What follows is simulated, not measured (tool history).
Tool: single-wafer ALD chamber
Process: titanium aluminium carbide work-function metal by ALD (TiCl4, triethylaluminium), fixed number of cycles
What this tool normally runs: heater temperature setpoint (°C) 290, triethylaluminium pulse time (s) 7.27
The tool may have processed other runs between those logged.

run	hour	heater temperature setpoint (°C)	triethylaluminium pulse time (s)	read-back reference wafer on the same gauge, thickness_nm	mean film thickness on the monitor wafer (Å)
1	0.0	290	7.27	1.548	17.55
2	28.2	290	7.27	1.551	17.64
3	57.9	290	7.27	1.551	17.74
4	81.8	290	7.27	1.555	17.66
5	114.2	290	7.27	1.555	17.74
6	128.5	290	7.27	1.558	17.80
7	158.0	290	7.27	1.558	17.76
8	182.7	290	7.27	1.561	17.74
9	195.9	290	7.27	1.562	17.86
10	222.8	290	7.27	1.561	17.85
11	250.0	290	7.27	1.562	17.77
12	279.5	278	7.27	1.566	16.94
# hour 337.8: gauge calibrated
# hour 354.9: triethylaluminium bottle replaced
13	372.1	296	5.97	1.533	16.99
14	387.6	296	5.97	1.533	16.99
15	419.0	290	7.27	1.534	17.49
# hour 444.2: showerhead replaced
16	449.0	290	9.25	1.535	18.20
17	469.7	276	4.57	1.537	14.52
18	502.2	290	7.27	1.538	17.42
# hour 530.8: thermocouple changed; heater temperature recalibrated
19	531.3	290	6.40	1.540	16.94

Run 20 comes next. What will it give?
20	543.0	290	7.27	?	?

{"run 20": {"read-back reference wafer on the same gauge, thickness_nm": 1.54, "mean film thickness on the monitor wafer (Å)": 17.51}}
The same run, on a tool lacking any hidden state, would have yielded mean film thickness on the monitor wafer (Å) 17.38.

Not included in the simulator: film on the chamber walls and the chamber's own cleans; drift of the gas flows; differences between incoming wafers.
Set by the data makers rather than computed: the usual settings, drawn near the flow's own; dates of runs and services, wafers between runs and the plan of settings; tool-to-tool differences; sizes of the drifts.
